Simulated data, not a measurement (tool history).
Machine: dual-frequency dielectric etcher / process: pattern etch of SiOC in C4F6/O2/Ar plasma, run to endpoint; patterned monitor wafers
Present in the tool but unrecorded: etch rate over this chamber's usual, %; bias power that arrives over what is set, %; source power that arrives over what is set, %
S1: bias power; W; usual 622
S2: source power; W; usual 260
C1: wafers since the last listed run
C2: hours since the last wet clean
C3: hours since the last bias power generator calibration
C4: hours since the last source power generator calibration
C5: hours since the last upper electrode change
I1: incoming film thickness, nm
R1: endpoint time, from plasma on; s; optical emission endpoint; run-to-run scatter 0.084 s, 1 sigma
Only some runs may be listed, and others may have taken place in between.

| run | hour | S1 | S2 | C1 | C2 | C3 | C4 | C5 | I1 | R1 |
|---|---|---|---|---|---|---|---|---|---|---|
| 1 | 0 | 622 | 260 | 0 | 296.5 | 2233.5 | 3157.6 | 3248.8 | 51.5 | 17.9 |
| 2 | 14.9 | 622 | 260 | 350 | 311.4 | 2248.4 | 3172.5 | 3263.7 | 51.1 | 17.6 |
| 3 | 29 | 622 | 240 | 331 | 325.5 | 2262.5 | 3186.6 | 3277.8 | 51.4 | 18.5 |
| 4 | 45.6 | 622 | 240 | 390 | 342.1 | 2279.1 | 3203.2 | 3294.4 | 50.9 | 18.3 |
| 5 | 53.9 | 622 | 240 | 195 | 350.4 | 2287.4 | 3211.5 | 3302.7 | 51.3 | 18.4 |
| 6 | 61.5 | 622 | 260 | 178 | 358 | 2295 | 3219.1 | 3310.3 | 50.8 | 17.4 |
| 7 | 67.8 | 537 | 220 | 148 | 364.3 | 2301.3 | 3225.4 | 3316.6 | 50.7 | 20.5 |
|  | 75.9 | source power generator calibrated |
| 8 | 80.9 | 622 | 260 | 213 | 377.4 | 2314.4 | 5 | 3329.7 | 50.5 | 17.2 |
| 9 | 94.3 | 743 | 310 | 315 | 390.8 | 2327.8 | 18.4 | 3343.1 | 51.3 | 14.7 |
| 10 | 104.2 | 687 | 210 | 232 | 400.7 | 2337.7 | 28.3 | 3353 | 51.2 | 18.5 |
|  | 132.2 | upper electrode replaced |
|  | 146.1 | wet clean of the chamber |
| 11 | 146.6 | 475 | 300 | 106 | 0.5 | 2380.1 | 70.7 | 14.4 | 51.5 | 20 |
| 12 | 146.9 | 700 | 240 | 7 | 0.8 | 2380.4 | 71 | 14.7 | 50.6 | 17.7 |
|  | 158.2 | bias power generator calibrated |
| 13 | 182.2 | 558 | 240 | 735 | 36.1 | 24 | 106.3 | 50 | 50.4 | 19.8 |
| 14 | 189 | 622 | 310 | 159 | 42.9 | 30.8 | 113.1 | 56.8 | 51.2 | 16.8 |
| 15 | 199.2 | 622 | 260 | 239 | 53.1 | 41 | 123.3 | 67 | 50.9 | 18.2 |

Predict each of these 4 candidate next runs independently; none follows another, all start after run 15:
| A | 199.6 | 505 | 260 | 9 | 53.5 | 41.4 | 123.7 | 67.4 | 50.6 | ? |
| B | 199.6 | 761 | 240 | 9 | 53.5 | 41.4 | 123.7 | 67.4 | 50.6 | ? |
| C | 199.6 | 622 | 280 | 9 | 53.5 | 41.4 | 123.7 | 67.4 | 50.6 | ? |
| D | 199.6 | 754 | 260 | 9 | 53.5 | 41.4 | 123.7 | 67.4 | 50.6 | ? |

| run | R1 |
|---|---|
| A | 20.2 |
| B | 17 |
| C | 17.4 |
| D | 16.4 |
Had the tool no hidden state, the same runs would have come out as:
| run | R1 |
|---|---|
| A | 20.3 |
| B | 17 |
| C | 17.4 |
| D | 16.4 |

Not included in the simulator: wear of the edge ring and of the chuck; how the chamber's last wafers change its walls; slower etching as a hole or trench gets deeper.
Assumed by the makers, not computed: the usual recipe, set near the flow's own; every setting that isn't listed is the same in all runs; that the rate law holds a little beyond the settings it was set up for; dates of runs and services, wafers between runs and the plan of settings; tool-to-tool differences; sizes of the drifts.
